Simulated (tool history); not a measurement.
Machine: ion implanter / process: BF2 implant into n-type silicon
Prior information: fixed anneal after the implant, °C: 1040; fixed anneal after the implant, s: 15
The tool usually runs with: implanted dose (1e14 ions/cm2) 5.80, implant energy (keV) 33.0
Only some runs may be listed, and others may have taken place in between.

run,hour,implanted dose (1e14 ions/cm2),implant energy (keV),wafers since the last listed run,hours since the last dose calibration,hours since the extraction supply was calibrated,hours since the gauge calibration,"read-back reference wafer on the same gauge, sheet resistance",sheet resistance of the implanted and annealed layer (ohm/square)
1,0.0,5.80,33.0,0,402.9,4709.9,56.3,227.12,211.67
2,18.0,5.80,33.0,255,420.9,4727.9,74.3,226.94,211.56
3,35.9,5.80,33.0,254,438.8,4745.8,92.2,226.87,212.04
4,71.2,5.80,33.0,501,474.1,4781.1,127.5,227.03,211.60
5,94.0,5.80,33.0,323,496.9,4803.9,150.3,227.07,209.78
6,122.3,5.80,33.0,402,525.2,4832.2,178.6,226.92,207.67
7,137.5,4.76,33.0,215,540.4,4847.4,193.8,226.94,246.86
# hour 161.0: extraction supply calibrated
# hour 181.5: gauge calibrated
8,199.1,4.76,33.0,761,602.0,38.1,17.6,226.98,247.15
# hour 212.1: Faraday cup replaced and dose calibrated
9,234.2,5.80,33.0,385,22.1,73.2,52.7,226.88,223.81
10,247.8,6.86,39.0,193,35.7,86.8,66.3,226.98,190.30
11,265.1,5.80,33.0,245,53.0,104.1,83.6,227.18,223.51
# hour 291.9: Faraday cup replaced and dose calibrated, repeated, since the last time left the tool worse
12,300.3,5.80,33.0,386,8.4,139.3,118.8,227.02,214.00
13,323.4,5.80,33.0,328,31.5,162.4,141.9,227.16,214.99
14,349.0,6.61,43.0,363,57.1,188.0,167.5,227.10,184.46
15,373.7,5.07,41.5,350,81.8,212.7,192.2,227.07,234.30
16,408.9,7.23,36.5,500,117.0,247.9,227.4,227.01,173.88
# hour 409.8: gauge calibrated
17,423.1,6.36,33.0,201,131.2,262.1,13.3,226.87,196.61
18,454.2,6.75,42.0,441,162.3,293.2,44.4,227.08,181.70

What if the next run were any one of these 5? Each begins from the tool's condition after run 18:
A,454.6,5.80,33.0,5,162.7,293.6,44.8,?,?
B,454.6,6.56,40.0,5,162.7,293.6,44.8,?,?
C,454.6,5.80,39.0,5,162.7,293.6,44.8,?,?
D,454.6,7.35,39.5,5,162.7,293.6,44.8,?,?
E,454.6,4.91,33.0,5,162.7,293.6,44.8,?,?

run,"read-back reference wafer on the same gauge, sheet resistance",sheet resistance of the implanted and annealed layer (ohm/square)
A,226.82,211.45
B,226.82,186.50
C,226.82,207.82
D,226.82,169.64
E,226.82,243.23
The same runs, with their run-to-run variation unchanged, on a tool lacking any hidden condition would have given:
run,sheet resistance of the implanted and annealed layer (ohm/square)
A,212.69
B,187.63
C,209.07
D,170.64
E,244.68

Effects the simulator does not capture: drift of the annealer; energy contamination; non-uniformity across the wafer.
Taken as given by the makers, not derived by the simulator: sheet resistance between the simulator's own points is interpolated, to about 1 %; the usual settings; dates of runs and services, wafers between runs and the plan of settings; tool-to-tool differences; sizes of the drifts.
